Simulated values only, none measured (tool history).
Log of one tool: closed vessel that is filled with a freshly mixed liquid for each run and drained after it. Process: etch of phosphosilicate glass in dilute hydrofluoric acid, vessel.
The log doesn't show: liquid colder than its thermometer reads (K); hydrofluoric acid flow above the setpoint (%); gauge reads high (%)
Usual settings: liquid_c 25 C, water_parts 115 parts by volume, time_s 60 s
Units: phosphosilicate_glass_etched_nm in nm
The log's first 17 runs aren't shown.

run,hour,liquid_c,water_parts,time_s,wafers since the last listed run,hours since the thermometer was replaced,hours since the hydrofluoric acid flow meter was replaced,hours since the gauge calibration,"read-back film thickness of the phosphosilicate glass reference wafer, read on the same gauge (nm)",phosphosilicate_glass_etched_nm
18,519.7,27,75,60,2437,56.1,188.9,190.9,110.16,101.71
19,535.6,20,75,60,1451,72,204.8,206.8,110.2,76.84
20,566.7,26.5,115,70,2839,103.1,235.9,237.9,110.32,72.98
21,580.7,21,115,30,1278,117.1,249.9,251.9,110.39,25.25
22,606.1,22,70,30,2318,142.5,275.3,277.3,110.48,45.61
23,625.2,20.5,115,60,1743,161.6,294.4,296.4,110.6,48.88
24,646.9,25,115,60,1981,183.3,316.1,318.1,110.65,59.33
25,674.1,25,115,60,2483,210.5,343.3,345.3,110.79,59.81
26,706.8,28.5,165,75,2985,243.2,376,378,110.99,55.38
27,720.2,23.5,115,60,1223,256.6,389.4,391.4,111.09,55.53
28,737.5,25,115,60,1579,273.9,406.7,408.7,111.26,59.79
29,760.5,25,60,60,2099,296.9,429.7,431.7,111.39,123.39
30,782.6,25,95,60,2017,319,451.8,453.8,111.5,73.27
31,795.3,23,115,60,1159,331.7,464.5,466.5,111.65,54.8
32,815.3,21,70,70,1825,351.7,484.5,486.5,111.81,101.73

4 ways to go on from here, each from the tool as it stands after run 32. What would each give?
A,816,25,115,75,63,352.4,485.2,487.2,?,?
B,816,25,115,95,63,352.4,485.2,487.2,?,?
C,816,25,75,90,63,352.4,485.2,487.2,?,?
D,816,27.5,115,30,63,352.4,485.2,487.2,?,?

run,"read-back film thickness of the phosphosilicate glass reference wafer, read on the same gauge (nm)",phosphosilicate_glass_etched_nm
A,111.81,74.07
B,111.81,93.82
C,111.81,143.37
D,111.81,32.61
Without the tool's hidden state the same runs would have given:
run,phosphosilicate_glass_etched_nm
A,72.87
B,92.3
C,141.06
D,32.08
